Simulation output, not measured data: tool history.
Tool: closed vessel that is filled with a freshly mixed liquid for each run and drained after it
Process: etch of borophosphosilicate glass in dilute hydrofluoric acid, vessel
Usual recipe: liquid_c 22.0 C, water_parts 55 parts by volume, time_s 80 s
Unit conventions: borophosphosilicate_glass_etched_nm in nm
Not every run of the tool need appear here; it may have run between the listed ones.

| run | hour | liquid_c | water_parts | time_s | read-back film thickness of the borophosphosilicate glass reference wafer, read on the same gauge (nm) | borophosphosilicate_glass_etched_nm |
|---|---|---|---|---|---|---|
| 1 | 0.0 | 22.0 | 55 | 55 | 69.98 | 33.21 |
| 2 | 28.1 | 18.0 | 55 | 115 | 69.99 | 59.04 |
|  | 100.2 | gauge calibrated |
| 3 | 112.2 | 22.0 | 55 | 80 | 70.00 | 48.17 |
| 4 | 156.0 | 22.0 | 55 | 80 | 69.98 | 48.58 |
| 5 | 180.4 | 22.0 | 70 | 80 | 70.04 | 37.26 |
| 6 | 205.0 | 22.0 | 70 | 80 | 70.03 | 37.01 |
| 7 | 247.3 | 22.0 | 55 | 80 | 69.98 | 48.58 |
| 8 | 420.3 | 22.0 | 55 | 80 | 70.02 | 48.01 |
|  | 426.9 | thermometer replaced |
| 9 | 474.8 | 22.0 | 55 | 80 | 70.01 | 48.12 |
|  | 616.2 | hydrofluoric acid flow meter replaced |
| 10 | 623.5 | 22.0 | 55 | 80 | 70.05 | 48.41 |
| 11 | 814.8 | 22.0 | 35 | 80 | 69.99 | 77.94 |
| 12 | 854.4 | 22.0 | 35 | 80 | 70.03 | 77.90 |
| 13 | 886.4 | 17.5 | 55 | 80 | 70.05 | 40.00 |
| 14 | 920.2 | 19.5 | 25 | 120 | 69.98 | 148.55 |
| 15 | 989.8 | 17.0 | 65 | 105 | 69.99 | 42.90 |

The next listed run, before its measurement:
| 16 | 1039.3 | 22.0 | 55 | 80 | ? | ? |

{"run 16": {"read-back film thickness of the borophosphosilicate glass reference wafer, read on the same gauge (nm)": 70.0, "borophosphosilicate_glass_etched_nm": 48.59}}
If the tool had no hidden condition, the same run with the same run-to-run variation would have returned borophosphosilicate_glass_etched_nm 48.59 nm.

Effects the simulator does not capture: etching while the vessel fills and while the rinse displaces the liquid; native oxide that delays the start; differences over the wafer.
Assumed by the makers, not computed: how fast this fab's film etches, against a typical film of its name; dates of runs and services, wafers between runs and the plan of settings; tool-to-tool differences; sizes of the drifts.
